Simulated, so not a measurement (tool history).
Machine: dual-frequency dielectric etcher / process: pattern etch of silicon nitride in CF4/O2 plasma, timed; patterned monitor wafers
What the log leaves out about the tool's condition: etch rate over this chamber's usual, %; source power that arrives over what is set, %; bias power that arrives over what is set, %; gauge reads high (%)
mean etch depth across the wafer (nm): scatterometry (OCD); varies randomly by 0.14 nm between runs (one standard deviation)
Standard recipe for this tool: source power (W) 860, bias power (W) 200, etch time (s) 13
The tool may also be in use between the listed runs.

| run | hour | source power (W) | bias power (W) | etch time (s) | wafers since the last listed run | hours since the last wet clean | hours since the last source power generator calibration | hours since the last bias power generator calibration | hours since the last upper electrode change | hours since the gauge calibration | read-back reference wafer on the same gauge, depth_nm | mean etch depth across the wafer (nm) |
|---|---|---|---|---|---|---|---|---|---|---|---|---|
| 1 | 0 | 860 | 200 | 13 | 0 | 224.7 | 1659.9 | 4166.1 | 4653.8 | 92.1 | 49.31 | 44.39 |
| 2 | 25.5 | 860 | 200 | 13 | 304 | 250.2 | 1685.4 | 4191.6 | 4679.3 | 117.6 | 49.3 | 44.35 |
| 3 | 40.6 | 860 | 200 | 13 | 180 | 265.3 | 1700.5 | 4206.7 | 4694.4 | 132.7 | 49.31 | 44.59 |
| 4 | 80.8 | 860 | 200 | 13 | 480 | 305.5 | 1740.7 | 4246.9 | 4734.6 | 172.9 | 49.33 | 44.52 |
| 5 | 100.3 | 860 | 200 | 13 | 232 | 325 | 1760.2 | 4266.4 | 4754.1 | 192.4 | 49.32 | 44.69 |
|  | 175.8 | upper electrode replaced |
| 6 | 195.1 | 1030 | 219 | 13 | 845 | 419.8 | 1855 | 4361.2 | 19.3 | 287.2 | 49.26 | 56.18 |
| 7 | 208.2 | 1030 | 219 | 13 | 156 | 432.9 | 1868.1 | 4374.3 | 32.4 | 300.3 | 49.33 | 56.41 |
| 8 | 231.3 | 860 | 200 | 13 | 275 | 456 | 1891.2 | 4397.4 | 55.5 | 323.4 | 49.27 | 44.96 |
|  | 235.7 | bias power generator calibrated |
|  | 237 | gauge calibrated |
| 9 | 256.9 | 860 | 200 | 13 | 258 | 481.6 | 1916.8 | 21.2 | 81.1 | 19.9 | 49.32 | 45.4 |
| 10 | 270.5 | 860 | 200 | 13 | 162 | 495.2 | 1930.4 | 34.8 | 94.7 | 33.5 | 49.33 | 45.28 |
| 11 | 294.9 | 1050 | 200 | 13 | 291 | 519.6 | 1954.8 | 59.2 | 119.1 | 57.9 | 49.31 | 55.69 |
|  | 330 | wet clean of the chamber |
| 12 | 330.5 | 860 | 200 | 13 | 138 | 0.5 | 1990.4 | 94.8 | 154.7 | 93.5 | 49.29 | 43.26 |
| 13 | 341.7 | 740 | 200 | 16.5 | 133 | 11.7 | 2001.6 | 106 | 165.9 | 104.7 | 49.29 | 47.63 |
| 14 | 369.5 | 860 | 200 | 13 | 332 | 39.5 | 2029.4 | 133.8 | 193.7 | 132.5 | 49.27 | 43.68 |
|  | 374.5 | source power generator calibrated |
| 15 | 411.6 | 1020 | 170 | 17 | 455 | 81.6 | 37.1 | 175.9 | 235.8 | 174.6 | 49.3 | 62.47 |
| 16 | 438.8 | 860 | 200 | 13 | 324 | 108.8 | 64.3 | 203.1 | 263 | 201.8 | 49.27 | 43.79 |
| 17 | 465.6 | 860 | 200 | 13 | 320 | 135.6 | 91.1 | 229.9 | 289.8 | 228.6 | 49.32 | 43.88 |
| 18 | 485.3 | 700 | 200 | 16 | 235 | 155.3 | 110.8 | 249.6 | 309.5 | 248.3 | 49.29 | 43.55 |
| 19 | 504.6 | 1020 | 168 | 11.5 | 230 | 174.6 | 130.1 | 268.9 | 328.8 | 267.6 | 49.3 | 42.2 |
| 20 | 536.1 | 740 | 158 | 16.5 | 376 | 206.1 | 161.6 | 300.4 | 360.3 | 299.1 | 49.32 | 42.55 |

5 options for the next run, each taken on its own from the tool as it stands now. Forecast them:
| A | 536.5 | 860 | 200 | 13 | 4 | 206.5 | 162 | 300.8 | 360.7 | 299.5 | ? | ? |
| B | 536.5 | 860 | 176 | 13 | 4 | 206.5 | 162 | 300.8 | 360.7 | 299.5 | ? | ? |
| C | 536.5 | 790 | 200 | 13 | 4 | 206.5 | 162 | 300.8 | 360.7 | 299.5 | ? | ? |
| D | 536.5 | 860 | 240 | 10.5 | 4 | 206.5 | 162 | 300.8 | 360.7 | 299.5 | ? | ? |
| E | 536.5 | 1010 | 228 | 15 | 4 | 206.5 | 162 | 300.8 | 360.7 | 299.5 | ? | ? |

| run | read-back reference wafer on the same gauge, depth_nm | mean etch depth across the wafer (nm) |
|---|---|---|
| A | 49.33 | 43.9 |
| B | 49.33 | 41.28 |
| C | 49.33 | 40.27 |
| D | 49.33 | 38.68 |
| E | 49.33 | 63.29 |
What these runs would have given with no unlogged condition in the tool:
| run | mean etch depth across the wafer (nm) |
|---|---|
| A | 43.2 |
| B | 40.62 |
| C | 39.63 |
| D | 38.06 |
| E | 62.28 |
